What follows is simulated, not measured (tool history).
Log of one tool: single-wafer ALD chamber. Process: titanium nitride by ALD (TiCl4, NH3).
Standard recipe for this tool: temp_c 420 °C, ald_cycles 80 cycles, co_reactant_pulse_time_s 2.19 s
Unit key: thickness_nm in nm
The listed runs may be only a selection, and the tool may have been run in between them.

| run | hour | temp_c | ald_cycles | co_reactant_pulse_time_s | read-back reference wafer on the same gauge, thickness_nm | thickness_nm |
|---|---|---|---|---|---|---|
| 1 | 0 | 420 | 80 | 2.53 | 2.021 | 1.854 |
| 2 | 8.7 | 420 | 80 | 2.53 | 2.017 | 1.86 |
| 3 | 19.8 | 420 | 80 | 2.53 | 2.02 | 1.866 |
| 4 | 27.2 | 420 | 80 | 2.19 | 2.021 | 1.848 |
| 5 | 36.6 | 420 | 80 | 2.19 | 2.02 | 1.85 |
| 6 | 50.2 | 420 | 80 | 2.19 | 2.02 | 1.846 |
| 7 | 57 | 430 | 80 | 1.81 | 2.021 | 1.84 |
| 8 | 67.2 | 430 | 80 | 1.81 | 2.021 | 1.848 |
|  | 80.4 | thermocouple changed; heater temperature recalibrated |
| 9 | 84.5 | 430 | 80 | 1.81 | 2.021 | 1.854 |
|  | 94 | gauge calibrated |
| 10 | 98.1 | 420 | 80 | 2.53 | 2.02 | 1.853 |
|  | 114.7 | showerhead replaced |
| 11 | 115.2 | 434 | 92 | 2.19 | 2.022 | 2.137 |
| 12 | 126.9 | 434 | 92 | 2.19 | 2.02 | 2.126 |
| 13 | 137.8 | 432 | 80 | 2.19 | 2.021 | 1.848 |
| 14 | 149 | 424 | 74 | 2.74 | 2.019 | 1.724 |
| 15 | 167 | 411 | 67 | 2.19 | 2.019 | 1.55 |
| 16 | 183.4 | 420 | 93 | 2.19 | 2.02 | 2.155 |
| 17 | 198.1 | 420 | 80 | 2.19 | 2.021 | 1.849 |
| 18 | 206.9 | 408 | 80 | 1.42 | 2.021 | 1.822 |

Exercise: give the hidden state of the tool at every run:
wafer temperature above the value expected at the setpoint (K): 0 on each run
gauge reads high (%): 0 on each run
